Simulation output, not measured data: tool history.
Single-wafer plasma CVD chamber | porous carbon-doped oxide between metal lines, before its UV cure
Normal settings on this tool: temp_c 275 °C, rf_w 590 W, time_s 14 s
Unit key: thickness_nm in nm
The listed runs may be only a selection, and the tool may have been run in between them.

run	hour	temp_c	rf_w	time_s	wafers since the last listed run	hours since the last thermocouple change	hours since the last RF generator calibration	hours since the showerhead was replaced	hours since the gauge calibration	read-back reference wafer on the same gauge, thickness_nm	thickness_nm
1	0	275	590	14	0	2596.4	1519	4127.1	3516.8	96.254	101.077
# hour 23.9: RF generator calibrated
2	94.7	275	590	14	2073	2691.1	70.8	4221.8	3611.5	96.271	103.093
3	183.5	263	590	14	2123	2779.9	159.6	4310.6	3700.3	96.349	110.76
4	248	263	590	14	1542	2844.4	224.1	4375.1	3764.8	96.274	110.382
5	315.9	275	590	14	1623	2912.3	292	4443	3832.7	96.312	101.937
6	353.7	275	590	14	903	2950.1	329.8	4480.8	3870.5	96.468	102.088
# hour 396.7: gauge calibrated
7	398.9	275	590	14	1080	2995.3	375	4526	2.2	96.213	101.989
8	476.8	275	590	14	1862	3073.2	452.9	4603.9	80.1	96.262	102.343
9	566.3	275	590	14	2140	3162.7	542.4	4693.4	169.6	96.274	101.57
10	625.6	275	590	14	1418	3222	601.7	4752.7	228.9	96.321	101.626
11	673.6	275	590	14	1147	3270	649.7	4800.7	276.9	96.271	101.745
# hour 704.4: thermocouple changed; heater temperature recalibrated
12	754.9	275	590	14	1752	50.5	731	4882	358.2	96.476	97.822
13	835.1	275	590	14	1917	130.7	811.2	4962.2	438.4	96.285	97.615
14	917.2	275	540	14	1963	212.8	893.3	5044.3	520.5	96.413	94.125
15	1023.8	267	590	16.8	2549	319.4	999.9	5150.9	627.1	96.425	122.771
16	1087.4	270	590	14	1520	383	1063.5	5214.5	690.7	96.345	100.994
17	1195.4	270	590	15.9	2582	491	1171.5	5322.5	798.7	96.285	114.298
18	1245.3	275	540	14	1193	540.9	1221.4	5372.4	848.6	96.225	94.215
# hour 1287.4: showerhead replaced
19	1318.2	275	590	14	1551	613.8	1294.3	30.8	921.5	96.096	98.411
20	1383.1	286	530	12.8	1551	678.7	1359.2	95.7	986.4	96.124	80.488
21	1423.1	275	590	13.2	956	718.7	1399.2	135.7	1026.4	96.209	94.216
# hour 1432.6: RF generator calibrated
22	1530.9	279	485	16.1	2386	826.5	98.3	243.5	1134.2	96.241	102.097
23	1607.2	275	590	14	1824	902.8	174.6	319.8	1210.5	96.189	100.354
24	1697.1	275	660	14	2149	992.7	264.5	409.7	1300.4	96.243	107.447
25	1789	265	590	14	2197	1084.6	356.4	501.6	1392.3	96.222	107.116
26	2026.2	275	590	14	5672	1321.8	593.6	738.8	1629.5	96.281	100.32
27	2077.8	275	590	14	1233	1373.4	645.2	790.4	1681.1	96.224	100.649
28	2178.1	275	635	16.5	2398	1473.7	745.5	890.7	1781.4	96.363	122.164
29	2222.8	262	530	11.6	1068	1518.4	790.2	935.4	1826.1	96.289	86.369
30	2315.6	284	590	16.2	2219	1611.2	883	1028.2	1918.9	96.266	110.172
31	2366.5	290	590	11.2	1217	1662.1	933.9	1079.1	1969.8	96.397	73.915
32	2449.5	270	545	15.9	1984	1745.1	1016.9	1162.1	2052.8	96.185	112.438
33	2546.8	285	590	15.2	2326	1842.4	1114.2	1259.4	2150.1	96.151	102.106

5 options for the next run, each taken on its own from the tool as it stands now. Forecast them:
A	2547.2	275	590	14	9	1842.8	1114.6	1259.8	2150.5	?	?
B	2547.2	263	480	14	9	1842.8	1114.6	1259.8	2150.5	?	?
C	2547.2	286	560	14	9	1842.8	1114.6	1259.8	2150.5	?	?
D	2547.2	275	665	16.1	9	1842.8	1114.6	1259.8	2150.5	?	?
E	2547.2	275	665	14	9	1842.8	1114.6	1259.8	2150.5	?	?

run	read-back reference wafer on the same gauge, thickness_nm	thickness_nm
A	96.212	100.637
B	96.212	97.801
C	96.212	91.578
D	96.212	122.566
E	96.212	107.111
Stripped of hidden state, with their random variation kept, the same runs would have yielded:
run	thickness_nm
A	98.834
B	95.953
C	90.075
D	120.37
E	105.193

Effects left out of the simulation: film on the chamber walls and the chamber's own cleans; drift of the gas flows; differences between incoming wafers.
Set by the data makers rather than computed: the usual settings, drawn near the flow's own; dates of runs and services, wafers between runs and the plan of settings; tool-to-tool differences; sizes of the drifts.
